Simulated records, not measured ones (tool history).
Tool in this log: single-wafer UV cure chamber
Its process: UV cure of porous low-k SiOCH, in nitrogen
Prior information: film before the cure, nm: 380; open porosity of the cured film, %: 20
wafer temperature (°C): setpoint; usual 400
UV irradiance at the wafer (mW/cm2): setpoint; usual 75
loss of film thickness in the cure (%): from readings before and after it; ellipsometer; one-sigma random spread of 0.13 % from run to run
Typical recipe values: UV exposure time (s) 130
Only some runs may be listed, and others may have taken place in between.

| run | hour | wafer temperature (°C) | UV exposure time (s) | UV irradiance at the wafer (mW/cm2) | wafers since the last listed run | hours since the UV bulbs were replaced | wafers since the quartz window was cleaned | loss of film thickness in the cure (%) |
|---|---|---|---|---|---|---|---|---|
| 1 | 0.0 | 385 | 130 | 75 | 0 | 1492.9 | 2338 | 6.430 |
| 2 | 56.1 | 385 | 130 | 75 | 315 | 1549.0 | 2654 | 6.181 |
| 3 | 251.2 | 400 | 130 | 75 | 1098 | 1744.1 | 3752 | 6.496 |
| 4 | 326.3 | 400 | 70 | 75 | 422 | 1819.2 | 4175 | 4.319 |
| 5 | 386.4 | 400 | 70 | 75 | 338 | 1879.3 | 4514 | 4.274 |
| 6 | 422.9 | 400 | 70 | 75 | 205 | 1915.8 | 4719 | 4.333 |
|  | 460.2 | quartz window cleaned |
| 7 | 566.9 | 400 | 130 | 64 | 765 | 2059.8 | 600 | 5.654 |
| 8 | 608.9 | 400 | 130 | 64 | 236 | 2101.8 | 837 | 5.700 |
|  | 677.7 | UV bulbs replaced |
| 9 | 702.3 | 400 | 130 | 64 | 480 | 24.6 | 1317 | 4.720 |
| 10 | 775.8 | 400 | 130 | 55 | 413 | 98.1 | 1731 | 4.341 |
| 11 | 848.1 | 394 | 55 | 115 | 407 | 170.4 | 2138 | 3.734 |
| 12 | 887.3 | 392 | 185 | 40 | 220 | 209.6 | 2359 | 4.283 |
|  | 934.7 | UV bulbs replaced, repeated, since the last time left the tool worse |
| 13 | 958.6 | 400 | 130 | 56 | 356 | 23.9 | 2715 | 6.451 |
| 14 | 1061.2 | 400 | 130 | 75 | 577 | 126.5 | 3293 | 7.571 |
| 15 | 1124.5 | 390 | 55 | 75 | 356 | 189.8 | 3649 | 4.184 |
| 16 | 1169.4 | 400 | 130 | 99 | 252 | 234.7 | 3902 | 8.389 |
|  | 1235.9 | quartz window cleaned |
| 17 | 1274.7 | 383 | 130 | 75 | 547 | 340.0 | 218 | 7.175 |
| 18 | 1330.9 | 400 | 65 | 62 | 316 | 396.2 | 535 | 4.180 |
| 19 | 1407.7 | 408 | 130 | 75 | 432 | 473.0 | 967 | 7.374 |
| 20 | 1487.7 | 408 | 65 | 56 | 450 | 553.0 | 1417 | 3.863 |
| 21 | 1567.5 | 400 | 130 | 75 | 449 | 632.8 | 1867 | 7.250 |

Table of differences, measured result less the result of that run with no hidden state. Run-to-run variation is the same in both. Gauge scatter possibly is not:
What the log doesn't record here: lamp output below its setpoint, %; transmission lost against a clean window, %.
| run | loss of film thickness in the cure (%) |
|---|---|
| 1 | -0.833 |
| 2 | -0.836 |
| 3 | -0.993 |
| 4 | -0.888 |
| 5 | -0.915 |
| 6 | -0.952 |
| 7 | -1.143 |
| 8 | -1.184 |
| 9 | -1.953 |
| 10 | -1.988 |
| 11 | -1.880 |
| 12 | -2.074 |
| 13 | -0.025 |
| 14 | -0.079 |
| 15 | -0.086 |
| 16 | -0.136 |
| 17 | -0.188 |
| 18 | -0.171 |
| 19 | -0.258 |
| 20 | -0.226 |
| 21 | -0.346 |
